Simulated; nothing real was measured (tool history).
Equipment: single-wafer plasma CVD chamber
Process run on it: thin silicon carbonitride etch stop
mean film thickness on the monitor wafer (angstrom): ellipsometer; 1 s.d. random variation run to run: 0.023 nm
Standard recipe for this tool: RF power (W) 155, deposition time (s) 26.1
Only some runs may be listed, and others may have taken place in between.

run	day	RF power (W)	deposition time (s)	wafers since the last listed run	hours since the last thermocouple change	hours since the last RF generator calibration	hours since the showerhead was replaced	hours since the gauge calibration	read-back reference wafer on the same gauge, thickness_nm	mean film thickness on the monitor wafer (angstrom)
1	0.000	145	26.1	0	1476.6	1231.3	3537.2	197.6	15.310	149.38
2	1.033	145	26.1	851	1501.4	1256.1	3562.0	222.4	15.294	149.68
3	1.683	145	26.1	535	1517.0	1271.7	3577.6	238.0	15.316	149.55
4	4.204	155	26.1	2077	1577.5	1332.2	3638.1	298.5	15.294	152.16
5	4.904	155	26.1	576	1594.3	1349.0	3654.9	315.3	15.301	152.06
6	5.567	145	22.3	545	1610.2	1364.9	3670.8	331.2	15.303	127.55
7	6.250	155	26.1	563	1626.6	1381.3	3687.2	347.6	15.288	151.66
8	6.775	155	26.1	432	1639.2	1393.9	3699.8	360.2	15.298	152.24
9	8.054	155	26.1	1054	1669.9	1424.6	3730.5	390.9	15.298	152.21
10	9.404	140	29.6	1112	1702.3	1457.0	3762.9	423.3	15.285	167.89
11	10.558	140	29.6	951	1730.0	1484.7	3790.6	451.0	15.306	167.28
12	11.362	155	26.1	662	1749.3	1504.0	3809.9	470.3	15.300	151.62
13	12.704	155	26.1	1105	1781.5	1536.2	3842.1	502.5	15.300	151.39
14	14.196	155	26.1	1229	1817.3	1572.0	3877.9	538.3	15.295	151.43
15	15.050	155	26.1	703	1837.8	1592.5	3898.4	558.8	15.296	151.60
# day 15.688: thermocouple changed; heater temperature recalibrated
# day 15.712: RF generator calibrated
16	16.100	155	26.1	569	9.9	9.3	3923.6	584.0	15.294	155.04
17	16.696	155	26.1	490	24.2	23.6	3937.9	598.3	15.294	155.11
18	17.342	155	26.1	532	39.7	39.1	3953.4	613.8	15.308	154.79
19	18.042	155	26.1	576	56.5	55.9	3970.2	630.6	15.311	154.97
20	18.988	170	26.1	779	79.2	78.6	3992.9	653.3	15.299	158.93
21	20.362	140	22.4	1133	112.2	111.6	4025.9	686.3	15.311	129.08
# day 20.767: gauge calibrated
22	21.379	145	30.6	837	136.6	136.0	4050.3	14.7	15.306	178.18
# day 21.946: showerhead replaced
23	22.558	155	21.7	696	164.9	164.3	14.7	43.0	15.308	128.78
24	23.658	170	28.4	906	191.3	190.7	41.1	69.4	15.291	172.75
25	25.000	175	28.0	1105	223.5	222.9	73.3	101.6	15.302	171.02
26	26.146	140	23.3	944	251.0	250.4	100.8	129.1	15.302	134.29
27	27.625	140	30.1	1218	286.5	285.9	136.3	164.6	15.295	173.30
28	28.654	135	30.5	848	311.2	310.6	161.0	189.3	15.298	173.90
29	30.146	175	24.4	1229	347.0	346.4	196.8	225.1	15.285	149.20
30	30.838	180	26.1	569	363.6	363.0	213.4	241.7	15.308	160.24
31	31.712	155	30.1	721	384.6	384.0	234.4	262.7	15.295	177.87
32	32.579	155	26.1	714	405.4	404.8	255.2	283.5	15.300	154.32
33	34.617	145	26.1	1678	454.3	453.7	304.1	332.4	15.296	151.68
34	35.375	125	26.1	624	472.5	471.9	322.3	350.6	15.302	145.79

3 ways to go on from here, each from the tool as it stands after run 34. What would each give?
A	35.392	155	26.1	13	472.9	472.3	322.7	351.0	?	?
B	35.392	170	30.1	13	472.9	472.3	322.7	351.0	?	?
C	35.392	185	30.6	13	472.9	472.3	322.7	351.0	?	?

run	read-back reference wafer on the same gauge, thickness_nm	mean film thickness on the monitor wafer (angstrom)
A	15.301	154.02
B	15.301	182.09
C	15.301	189.41
Take away the tool's hidden state, keep each run's random variation, and the runs would have read:
run	mean film thickness on the monitor wafer (angstrom)
A	155.09
B	183.35
C	190.72
